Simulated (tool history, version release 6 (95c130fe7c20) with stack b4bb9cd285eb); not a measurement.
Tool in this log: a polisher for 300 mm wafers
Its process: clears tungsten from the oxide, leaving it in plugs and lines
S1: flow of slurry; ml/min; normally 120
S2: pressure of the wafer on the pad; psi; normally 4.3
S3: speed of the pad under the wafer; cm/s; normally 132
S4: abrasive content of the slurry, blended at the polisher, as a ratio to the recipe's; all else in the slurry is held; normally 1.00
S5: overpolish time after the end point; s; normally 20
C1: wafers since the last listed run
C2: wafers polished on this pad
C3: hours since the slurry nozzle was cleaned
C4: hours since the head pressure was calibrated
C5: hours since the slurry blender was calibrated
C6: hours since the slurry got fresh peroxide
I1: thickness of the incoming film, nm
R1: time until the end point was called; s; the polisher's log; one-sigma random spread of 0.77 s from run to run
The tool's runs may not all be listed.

| run | hour | S1 | S2 | S3 | S4 | S5 | C1 | C2 | C3 | C4 | C5 | C6 | I1 | R1 |
|---|---|---|---|---|---|---|---|---|---|---|---|---|---|---|
| 1 | 0.0 | 120 | 4.3 | 132 | 1.00 | 20 | 0 | 520 | 491.5 | 668.0 | 442.3 | 276.4 | 482.4 | 85.5 |
| 2 | 47.1 | 120 | 4.3 | 132 | 1.00 | 20 | 285 | 805 | 538.6 | 715.1 | 489.4 | 323.5 | 480.1 | 87.5 |
|  | 50.8 | slurry blender recalibrated |
| 3 | 111.1 | 120 | 4.3 | 132 | 1.00 | 20 | 375 | 1181 | 602.6 | 779.1 | 60.3 | 387.5 | 479.3 | 85.7 |
| 4 | 161.7 | 120 | 4.3 | 150 | 1.25 | 20 | 306 | 1487 | 653.2 | 829.7 | 110.9 | 438.1 | 470.9 | 72.2 |
| 5 | 207.9 | 120 | 4.3 | 110 | 1.30 | 20 | 279 | 1767 | 699.4 | 875.9 | 157.1 | 484.3 | 482.4 | 101.7 |
| 6 | 261.2 | 120 | 4.3 | 162 | 1.00 | 16 | 322 | 2089 | 752.7 | 929.2 | 210.4 | 537.6 | 485.6 | 71.6 |
|  | 291.0 | slurry tank refilled with fresh slurry and peroxide |
|  | 314.3 | head pressure recalibrated |
| 7 | 314.8 | 120 | 3.4 | 160 | 1.00 | 20 | 306 | 2396 | 806.3 | 0.5 | 264.0 | 23.8 | 486.2 | 85.7 |
|  | 340.4 | worn pad replaced by a new one |
|  | 364.8 | slurry nozzle cleaned |
| 8 | 383.1 | 120 | 3.4 | 132 | 1.20 | 20 | 383 | 252 | 18.3 | 68.8 | 332.3 | 92.1 | 477.5 | 100.8 |
| 9 | 427.9 | 120 | 4.3 | 132 | 0.75 | 20 | 271 | 523 | 63.1 | 113.6 | 377.1 | 136.9 | 479.5 | 90.9 |
| 10 | 458.9 | 120 | 5.7 | 132 | 1.00 | 24 | 187 | 711 | 94.1 | 144.6 | 408.1 | 167.9 | 484.0 | 63.8 |
|  | 480.3 | slurry blender recalibrated |
| 11 | 505.1 | 130 | 4.3 | 132 | 0.90 | 23 | 267 | 979 | 140.3 | 190.8 | 24.8 | 214.1 | 475.2 | 84.5 |
| 12 | 533.2 | 120 | 3.7 | 168 | 1.25 | 20 | 170 | 1149 | 168.4 | 218.9 | 52.9 | 242.2 | 477.7 | 75.0 |
| 13 | 564.8 | 120 | 4.3 | 132 | 1.00 | 9 | 191 | 1340 | 200.0 | 250.5 | 84.5 | 273.8 | 484.2 | 85.5 |
| 14 | 612.3 | 120 | 4.3 | 132 | 0.85 | 20 | 287 | 1628 | 247.5 | 298.0 | 132.0 | 321.3 | 481.3 | 87.3 |
| 15 | 678.7 | 120 | 4.3 | 132 | 1.00 | 30 | 401 | 2030 | 313.9 | 364.4 | 198.4 | 387.7 | 480.3 | 87.3 |
| 16 | 714.0 | 145 | 4.3 | 132 | 1.00 | 24 | 213 | 2243 | 349.2 | 399.7 | 233.7 | 423.0 | 477.5 | 85.0 |
| 17 | 760.6 | 120 | 4.3 | 132 | 0.80 | 20 | 282 | 2525 | 395.8 | 446.3 | 280.3 | 469.6 | 483.2 | 92.3 |
|  | 798.4 | slurry tank refilled with fresh slurry and peroxide |
| 18 | 815.1 | 155 | 4.8 | 150 | 0.70 | 20 | 323 | 2849 | 450.3 | 500.8 | 334.8 | 16.7 | 479.4 | 66.8 |
|  | 852.0 | worn pad replaced by a new one |
| 19 | 852.5 | 160 | 4.3 | 132 | 0.80 | 32 | 202 | 2 | 487.7 | 538.2 | 372.2 | 54.1 | 481.2 | 82.8 |
| 20 | 914.5 | 120 | 4.3 | 144 | 1.00 | 20 | 375 | 378 | 549.7 | 600.2 | 434.2 | 116.1 | 470.3 | 75.7 |
| 21 | 968.2 | 110 | 4.9 | 132 | 1.00 | 17 | 325 | 703 | 603.4 | 653.9 | 487.9 | 169.8 | 481.0 | 75.4 |
| 22 | 994.3 | 120 | 3.3 | 104 | 1.00 | 20 | 158 | 861 | 629.5 | 680.0 | 514.0 | 195.9 | 473.8 | 139.2 |
|  | 1002.1 | slurry blender recalibrated |
| 23 | 1045.4 | 120 | 4.3 | 132 | 1.00 | 20 | 297 | 1158 | 680.6 | 731.1 | 43.3 | 247.0 | 486.2 | 88.3 |
| 24 | 1076.2 | 120 | 4.3 | 132 | 1.00 | 20 | 186 | 1345 | 711.4 | 761.9 | 74.1 | 277.8 | 477.1 | 85.3 |
| 25 | 1133.7 | 120 | 4.3 | 132 | 1.00 | 20 | 348 | 1693 | 768.9 | 819.4 | 131.6 | 335.3 | 475.7 | 86.1 |
|  | 1138.2 | slurry nozzle cleaned |
| 26 | 1173.2 | 85 | 4.3 | 132 | 1.00 | 20 | 233 | 1926 | 35.0 | 858.9 | 171.1 | 374.8 | 482.0 | 93.3 |

For each entry between runs, how does the tool's hidden state at the last listed run before it compare with that at the first listed run after it?
Logged between run 2 and run 3: slurry blender recalibrated (hour 50.8)
  peroxide lost from the slurry, %: 19.3 -> 20.2
  measured less the result without the state, R1: +7.0 -> +7.3 s
Logged between run 6 and run 7: slurry tank refilled with fresh slurry and peroxide (hour 291.0); head pressure recalibrated (hour 314.3)
  peroxide lost from the slurry, %: 21.4 -> 3.18
  measured less the result without the state, R1: +6.4 -> +1.1 s
Logged between run 7 and run 8: worn pad replaced by a new one (hour 340.4); slurry nozzle cleaned (hour 364.8)
  peroxide lost from the slurry, %: 3.18 -> 9.31
  measured less the result without the state, R1: +1.1 -> +3.7 s
Logged between run 10 and run 11: slurry blender recalibrated (hour 480.3)
  peroxide lost from the slurry, %: 13.7 -> 15.6
  measured less the result without the state, R1: +3.5 -> +5.4 s
Logged between run 17 and run 18: slurry tank refilled with fresh slurry and peroxide (hour 798.4)
  peroxide lost from the slurry, %: 20.1 -> 3.34
  measured less the result without the state, R1: +7.7 -> +0.9 s
Logged between run 18 and run 19: worn pad replaced by a new one (hour 852.0)
  peroxide lost from the slurry, %: 3.34 -> 7.17
  measured less the result without the state, R1: +0.9 -> +2.3 s
Logged between run 22 and run 23: slurry blender recalibrated (hour 1002.1)
  peroxide lost from the slurry, %: 15.9 -> 17.6
  measured less the result without the state, R1: +9.0 -> +6.3 s
Logged between run 25 and run 26: slurry nozzle cleaned (hour 1138.2)
  peroxide lost from the slurry, %: 19.5 -> 20.1
  measured less the result without the state, R1: +7.0 -> +7.9 s
